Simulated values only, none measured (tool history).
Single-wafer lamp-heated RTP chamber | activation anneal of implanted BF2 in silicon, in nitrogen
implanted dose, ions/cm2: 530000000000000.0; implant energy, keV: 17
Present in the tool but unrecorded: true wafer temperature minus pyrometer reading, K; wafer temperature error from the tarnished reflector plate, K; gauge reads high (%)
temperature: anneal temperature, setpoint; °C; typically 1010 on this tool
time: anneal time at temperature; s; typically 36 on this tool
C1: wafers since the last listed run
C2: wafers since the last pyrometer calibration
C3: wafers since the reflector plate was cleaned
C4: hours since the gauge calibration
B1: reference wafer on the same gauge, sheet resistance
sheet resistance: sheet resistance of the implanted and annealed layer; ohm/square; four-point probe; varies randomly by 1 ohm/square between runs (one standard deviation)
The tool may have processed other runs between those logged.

{"run": 1, "day": 0.0, "temperature": 1010, "time": 52, "C1": 0, "C2": 275, "C3": 11585, "C4": 104.3, "B1": 196.12, "sheet resistance": 216.28}
{"run": 2, "day": 0.567, "temperature": 1010, "time": 46, "C1": 242, "C2": 517, "C3": 11827, "C4": 117.9, "B1": 196.05, "sheet resistance": 219.01}
{"run": 3, "day": 1.396, "temperature": 1010, "time": 36, "C1": 354, "C2": 871, "C3": 12181, "C4": 137.8, "B1": 196, "sheet resistance": 220.34}
{"run": 4, "day": 2.633, "temperature": 1010, "time": 36, "C1": 528, "C2": 1400, "C3": 12709, "C4": 167.5, "B1": 196.17, "sheet resistance": 221.57}
{"run": 5, "day": 3.321, "temperature": 1010, "time": 36, "C1": 293, "C2": 1694, "C3": 13003, "C4": 184, "B1": 195.99, "sheet resistance": 221.11}
{"day": 4.254, "done": "gauge calibrated"}
{"day": 4.629, "done": "reflector plate cleaned"}
{"day": 4.879, "done": "pyrometer window cleaned and pyrometer calibrated"}
{"run": 6, "day": 4.9, "temperature": 997, "time": 24, "C1": 424, "C2": 8, "C3": 8, "C4": 15.5, "B1": 195.67, "sheet resistance": 228.09}
{"run": 7, "day": 5.875, "temperature": 997, "time": 24, "C1": 416, "C2": 424, "C3": 424, "C4": 38.9, "B1": 196.19, "sheet resistance": 227.42}
{"day": 6.867, "done": "pyrometer window cleaned and pyrometer calibrated, repeated, since the last time left the tool worse"}
{"run": 8, "day": 7.075, "temperature": 982, "time": 56, "C1": 370, "C2": 88, "C3": 794, "C4": 67.7, "B1": 195.86, "sheet resistance": 235.29}
{"run": 9, "day": 7.725, "temperature": 1000, "time": 30, "C1": 277, "C2": 366, "C3": 1072, "C4": 83.3, "B1": 195.87, "sheet resistance": 230.6}
{"run": 10, "day": 8.75, "temperature": 1010, "time": 36, "C1": 437, "C2": 804, "C3": 1510, "C4": 107.9, "B1": 196.04, "sheet resistance": 221.9}
{"run": 11, "day": 9.717, "temperature": 980, "time": 16, "C1": 412, "C2": 1217, "C3": 1923, "C4": 131.1, "B1": 195.72, "sheet resistance": 256.81}
{"run": 12, "day": 10.258, "temperature": 1021, "time": 26, "C1": 231, "C2": 1448, "C3": 2154, "C4": 144.1, "B1": 195.89, "sheet resistance": 222.07}
{"run": 13, "day": 10.775, "temperature": 1010, "time": 19, "C1": 220, "C2": 1669, "C3": 2375, "C4": 156.5, "B1": 195.99, "sheet resistance": 231.2}
{"run": 14, "day": 11.821, "temperature": 1038, "time": 15, "C1": 446, "C2": 2115, "C3": 2821, "C4": 181.6, "B1": 195.91, "sheet resistance": 218.38}
{"day": 12.221, "done": "gauge calibrated"}
{"day": 12.262, "done": "pyrometer window cleaned and pyrometer calibrated"}
{"run": 15, "day": 13.233, "temperature": 1010, "time": 36, "C1": 460, "C2": 414, "C3": 3282, "C4": 24.3, "B1": 196.42, "sheet resistance": 223.55}

Consider 3 possible next runs. They are alternatives, not a sequence: every one starts from the tool as it was left by run 15. What does each give?
{"run": "A", "day": 13.25, "temperature": 1010, "time": 36, "C1": 7, "C2": 421, "C3": 3289, "C4": 24.7, "B1": "?", "sheet resistance": "?"}
{"run": "B", "day": 13.25, "temperature": 1021, "time": 27, "C1": 7, "C2": 421, "C3": 3289, "C4": 24.7, "B1": "?", "sheet resistance": "?"}
{"run": "C", "day": 13.25, "temperature": 996, "time": 36, "C1": 7, "C2": 421, "C3": 3289, "C4": 24.7, "B1": "?", "sheet resistance": "?"}

run=A B1=196.16 sheet_resistance=222.45
run=B B1=196.16 sheet_resistance=220.81
run=C B1=196.16 sheet_resistance=230.49
With the hidden condition removed and each run's random variation left untouched, the same runs would have given:
run=A sheet_resistance=223.11
run=B sheet_resistance=221.44
run=C sheet_resistance=231.28

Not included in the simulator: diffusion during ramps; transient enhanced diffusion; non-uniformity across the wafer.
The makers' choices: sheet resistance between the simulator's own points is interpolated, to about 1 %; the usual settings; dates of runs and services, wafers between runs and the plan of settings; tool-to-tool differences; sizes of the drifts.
